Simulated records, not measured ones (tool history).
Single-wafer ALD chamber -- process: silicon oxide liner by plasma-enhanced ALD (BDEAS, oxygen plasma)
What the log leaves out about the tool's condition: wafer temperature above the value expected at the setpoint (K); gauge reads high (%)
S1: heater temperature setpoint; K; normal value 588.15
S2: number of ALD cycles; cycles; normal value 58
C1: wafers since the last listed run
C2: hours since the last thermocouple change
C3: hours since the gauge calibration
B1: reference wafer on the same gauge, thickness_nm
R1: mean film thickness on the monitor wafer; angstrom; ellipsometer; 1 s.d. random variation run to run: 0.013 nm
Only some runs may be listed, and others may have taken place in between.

{"run": 1, "hour": 0.0, "S1": 588.15, "S2": 51, "C1": 0, "C2": 1999.8, "C3": 18.7, "B1": 4.6, "R1": 45.82}
{"run": 2, "hour": 12.3, "S1": 588.15, "S2": 51, "C1": 89, "C2": 2012.1, "C3": 31.0, "B1": 4.601, "R1": 45.71}
{"run": 3, "hour": 19.0, "S1": 588.15, "S2": 58, "C1": 48, "C2": 2018.8, "C3": 37.7, "B1": 4.602, "R1": 51.94}
{"run": 4, "hour": 35.6, "S1": 588.15, "S2": 58, "C1": 120, "C2": 2035.4, "C3": 54.3, "B1": 4.601, "R1": 52.19}
{"run": 5, "hour": 44.9, "S1": 588.15, "S2": 58, "C1": 67, "C2": 2044.7, "C3": 63.6, "B1": 4.599, "R1": 52.04}
{"run": 6, "hour": 59.5, "S1": 588.15, "S2": 56, "C1": 105, "C2": 2059.3, "C3": 78.2, "B1": 4.599, "R1": 50.26}
{"run": 7, "hour": 69.7, "S1": 588.15, "S2": 56, "C1": 73, "C2": 2069.5, "C3": 88.4, "B1": 4.601, "R1": 50.2}
{"run": 8, "hour": 79.3, "S1": 588.15, "S2": 58, "C1": 69, "C2": 2079.1, "C3": 98.0, "B1": 4.603, "R1": 51.84}
{"hour": 88.8, "done": "thermocouple changed; heater temperature recalibrated"}
{"run": 9, "hour": 93.3, "S1": 588.15, "S2": 58, "C1": 43, "C2": 4.5, "C3": 112.0, "B1": 4.599, "R1": 52.2}
{"run": 10, "hour": 104.8, "S1": 588.15, "S2": 58, "C1": 83, "C2": 16.0, "C3": 123.5, "B1": 4.599, "R1": 51.95}
{"run": 11, "hour": 112.5, "S1": 588.15, "S2": 51, "C1": 55, "C2": 23.7, "C3": 131.2, "B1": 4.6, "R1": 45.59}
{"run": 12, "hour": 119.5, "S1": 599.15, "S2": 66, "C1": 50, "C2": 30.7, "C3": 138.2, "B1": 4.603, "R1": 58.28}
{"run": 13, "hour": 135.4, "S1": 588.15, "S2": 58, "C1": 115, "C2": 46.6, "C3": 154.1, "B1": 4.597, "R1": 52.2}

What does the tool deliver on the next run?
{"run": 14, "hour": 143.8, "S1": 584.15, "S2": 58, "C1": 60, "C2": 55.0, "C3": 162.5, "B1": "?", "R1": "?"}

{"run 14": {"B1": 4.601, "R1": 52.19}}
If the tool had no hidden condition, the same run with the same run-to-run variation would have returned R1 52.19 angstrom.

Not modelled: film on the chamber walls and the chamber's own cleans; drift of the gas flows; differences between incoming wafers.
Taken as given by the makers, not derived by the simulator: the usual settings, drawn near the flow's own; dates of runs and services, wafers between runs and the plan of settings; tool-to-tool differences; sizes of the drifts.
